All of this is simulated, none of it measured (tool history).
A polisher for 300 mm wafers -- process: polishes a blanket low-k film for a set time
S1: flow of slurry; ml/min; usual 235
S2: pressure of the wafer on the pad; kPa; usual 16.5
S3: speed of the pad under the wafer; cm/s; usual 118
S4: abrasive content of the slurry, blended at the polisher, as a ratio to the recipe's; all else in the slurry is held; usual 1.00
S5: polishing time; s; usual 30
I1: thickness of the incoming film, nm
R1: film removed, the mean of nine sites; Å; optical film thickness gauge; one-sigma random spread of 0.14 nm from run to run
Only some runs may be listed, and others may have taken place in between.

run 1 hour=0.0 | S1=235 S2=16.5 S3=118 S4=1.00 S5=30 | I1=558.7 | R1=147
-- hour=50.5 slurry nozzle cleaned
-- hour=78.5 conditioning disc replaced and pad reconditioned
-- hour=88.4 worn pad replaced by a new one
run 2 hour=105.5 | S1=235 S2=16.5 S3=118 S4=1.00 S5=30 | I1=559.0 | R1=149
-- hour=173.6 slurry blender recalibrated
run 3 hour=209.9 | S1=235 S2=16.5 S3=118 S4=1.00 S5=30 | I1=559.2 | R1=161
run 4 hour=315.4 | S1=235 S2=16.5 S3=118 S4=1.00 S5=30 | I1=560.7 | R1=151
run 5 hour=374.1 | S1=235 S2=16.5 S3=118 S4=1.00 S5=30 | I1=571.1 | R1=145
-- hour=447.4 conditioning disc replaced and pad reconditioned
-- hour=460.4 worn pad replaced by a new one
run 6 hour=475.0 | S1=235 S2=16.5 S3=118 S4=0.80 S5=30 | I1=565.5 | R1=138
run 7 hour=541.1 | S1=235 S2=16.5 S3=118 S4=0.80 S5=30 | I1=547.7 | R1=131
-- hour=577.9 slurry blender recalibrated
run 8 hour=622.1 | S1=235 S2=16.5 S3=118 S4=0.80 S5=30 | I1=556.7 | R1=144
-- hour=629.0 slurry nozzle cleaned
run 9 hour=689.2 | S1=235 S2=16.5 S3=118 S4=1.00 S5=30 | I1=554.9 | R1=154
run 10 hour=725.7 | S1=235 S2=16.5 S3=118 S4=1.00 S5=30 | I1=568.7 | R1=150
-- hour=788.6 conditioning disc replaced and pad reconditioned
-- hour=799.3 worn pad replaced by a new one
run 11 hour=819.4 | S1=235 S2=16.5 S3=118 S4=1.15 S5=30 | I1=560.3 | R1=163
-- hour=922.8 slurry blender recalibrated
run 12 hour=926.7 | S1=235 S2=16.5 S3=118 S4=1.00 S5=30 | I1=561.2 | R1=162
run 13 hour=999.3 | S1=235 S2=16.5 S3=118 S4=1.00 S5=30 | I1=567.3 | R1=157
run 14 hour=1037.7 | S1=235 S2=16.5 S3=104 S4=1.00 S5=21 | I1=566.5 | R1=97
-- hour=1112.4 conditioning disc replaced and pad reconditioned
-- hour=1132.2 head pressure recalibrated
run 15 hour=1132.7 | S1=290 S2=20.0 S3=118 S4=1.00 S5=23 | I1=556.0 | R1=145
-- hour=1187.4 worn pad replaced by a new one
run 16 hour=1225.3 | S1=235 S2=16.5 S3=88 S4=1.00 S5=30 | I1=560.0 | R1=118
-- hour=1283.6 slurry nozzle cleaned
-- hour=1286.0 slurry blender recalibrated
run 17 hour=1309.9 | S1=280 S2=16.5 S3=78 S4=1.10 S5=30 | I1=550.4 | R1=123
run 18 hour=1373.3 | S1=235 S2=16.5 S3=100 S4=1.00 S5=30 | I1=561.6 | R1=135
run 19 hour=1415.4 | S1=235 S2=16.5 S3=118 S4=0.80 S5=30 | I1=564.0 | R1=132
run 20 hour=1459.6 | S1=190 S2=16.5 S3=118 S4=1.00 S5=30 | I1=554.6 | R1=138
-- hour=1482.2 conditioning disc replaced and pad reconditioned
run 21 hour=1526.1 | S1=235 S2=16.5 S3=118 S4=1.00 S5=30 | I1=559.9 | R1=153
-- hour=1541.7 worn pad replaced by a new one
run 22 hour=1566.1 | S1=310 S2=18.6 S3=150 S4=0.70 S5=30 | I1=568.9 | R1=171
run 23 hour=1644.5 | S1=175 S2=11.0 S3=118 S4=1.00 S5=30 | I1=558.6 | R1=98
-- hour=1694.5 slurry blender recalibrated
run 24 hour=1751.1 | S1=235 S2=16.5 S3=118 S4=1.00 S5=30 | I1=569.6 | R1=151
run 25 hour=1810.3 | S1=235 S2=16.5 S3=76 S4=1.25 S5=36 | I1=557.8 | R1=143

Below are 3 alternative next runs, each starting from the tool's condition after run 25. Predict each:
run A hour=1810.7 | S1=235 S2=16.5 S3=144 S4=1.00 S5=30 | I1=557.7 | R1=?
run B hour=1810.7 | S1=235 S2=20.0 S3=118 S4=1.00 S5=34 | I1=557.7 | R1=?
run C hour=1810.7 | S1=235 S2=19.3 S3=118 S4=1.00 S5=38 | I1=557.7 | R1=?

run=A R1=172
run=B R1=198
run=C R1=215
What these runs would have given with no unlogged condition in the tool:
run=A R1=198
run=B R1=227
run=C R1=246

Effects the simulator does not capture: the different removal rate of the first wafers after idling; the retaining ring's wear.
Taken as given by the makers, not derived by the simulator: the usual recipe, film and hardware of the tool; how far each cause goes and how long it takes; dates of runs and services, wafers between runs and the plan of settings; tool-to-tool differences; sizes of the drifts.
